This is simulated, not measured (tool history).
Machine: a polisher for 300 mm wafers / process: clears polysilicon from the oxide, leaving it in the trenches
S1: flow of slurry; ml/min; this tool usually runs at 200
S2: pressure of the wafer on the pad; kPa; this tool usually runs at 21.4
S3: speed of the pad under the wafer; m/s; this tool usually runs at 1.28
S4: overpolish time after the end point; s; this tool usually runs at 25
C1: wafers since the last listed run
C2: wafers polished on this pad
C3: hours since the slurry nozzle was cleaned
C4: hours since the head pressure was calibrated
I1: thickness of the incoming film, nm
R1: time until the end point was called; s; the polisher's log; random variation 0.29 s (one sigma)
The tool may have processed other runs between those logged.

run	hour	S1	S2	S3	S4	C1	C2	C3	C4	I1	R1
1	0.0	200	21.4	1.28	25	0	2858	271.4	1126.4	391.6	19.0
# hour 6.6: head pressure recalibrated
# hour 33.8: worn pad replaced by a new one
2	59.1	200	21.4	1.28	25	615	292	330.5	52.5	401.6	19.1
3	117.6	245	21.4	1.28	25	678	971	389.0	111.0	393.0	18.3
4	181.5	245	21.4	1.28	25	740	1711	452.9	174.9	407.5	19.5
# hour 199.1: slurry nozzle cleaned
5	225.9	200	17.9	1.02	25	503	2214	26.8	219.3	400.2	27.4
6	280.5	200	17.9	1.02	25	633	2847	81.4	273.9	403.2	27.6
7	306.3	200	17.9	1.02	25	299	3147	107.2	299.7	404.6	27.9
# hour 356.3: worn pad replaced by a new one
8	372.4	200	16.5	1.28	25	719	186	173.3	365.8	405.2	23.4
9	407.6	200	21.4	1.28	25	408	594	208.5	401.0	393.5	19.3
10	468.2	200	21.4	1.28	25	702	1297	269.1	461.6	399.3	19.1
11	536.5	200	21.4	1.28	25	791	2088	337.4	529.9	394.9	18.8
12	600.0	235	21.4	1.28	25	736	2825	400.9	593.4	393.3	18.8
13	636.7	200	21.4	1.28	25	425	3250	437.6	630.1	399.4	18.9
# hour 689.0: slurry nozzle cleaned
14	697.1	200	21.4	1.28	25	688	3939	8.1	690.5	397.5	19.5
# hour 702.7: worn pad replaced by a new one
15	749.6	200	19.3	1.28	25	562	543	60.6	743.0	404.0	21.5
16	805.3	200	19.3	1.28	25	645	1189	116.3	798.7	398.4	21.4
17	833.8	245	21.4	1.40	20	330	1519	144.8	827.2	396.0	17.6
18	871.8	200	21.4	0.98	25	440	1960	182.8	865.2	395.5	26.0
19	940.2	200	21.4	1.28	25	792	2753	251.2	933.6	400.3	20.1
# hour 967.4: worn pad replaced by a new one
20	967.9	220	21.4	0.92	25	274	6	278.9	961.3	401.0	28.2
21	993.7	200	21.4	1.50	34	299	305	304.7	987.1	406.9	17.0
22	1060.3	200	21.4	1.28	25	772	1077	371.3	1053.7	406.9	20.7
# hour 1072.0: slurry nozzle cleaned, repeated, since the last time left the tool worse
23	1098.5	255	23.4	1.48	13	431	1508	26.5	1091.9	408.2	14.5
24	1157.7	225	21.4	1.28	17	686	2194	85.7	1151.1	397.6	18.6
# hour 1192.0: head pressure recalibrated
25	1200.2	225	21.4	1.28	25	469	2664	128.2	8.2	400.3	18.5
# hour 1282.2: worn pad replaced by a new one
26	1300.1	200	21.4	0.96	18	1111	207	228.1	108.1	403.0	24.9
27	1334.4	200	21.4	1.28	25	397	605	262.4	142.4	396.8	18.7
28	1369.5	200	21.4	1.28	25	406	1012	297.5	177.5	405.9	19.7
29	1401.4	200	21.4	1.28	25	369	1381	329.4	209.4	395.2	18.8
30	1453.4	250	15.9	1.28	25	602	1984	381.4	261.4	396.0	23.5
31	1488.3	200	21.4	0.98	25	404	2389	416.3	296.3	401.2	25.2
32	1512.9	180	19.3	1.46	30	285	2674	440.9	320.9	404.3	19.3
33	1539.1	200	21.4	1.44	18	303	2978	467.1	347.1	401.3	16.9

Branching from run 33: 5 alternative next runs. What would each branch give?
A	1539.5	200	26.2	1.28	25	3	2981	467.5	347.5	403.0	?
B	1539.5	200	21.4	1.10	25	3	2981	467.5	347.5	403.0	?
C	1539.5	270	14.5	0.90	25	3	2981	467.5	347.5	403.0	?
D	1539.5	145	21.4	1.28	25	3	2981	467.5	347.5	403.0	?
E	1539.5	200	27.6	0.98	25	3	2981	467.5	347.5	403.0	?

run	R1
A	16.6
B	23.0
C	37.3
D	20.6
E	20.8
What these runs would have given with no unlogged condition in the tool:
run	R1
A	16.2
B	22.4
C	36.5
D	19.9
E	20.2
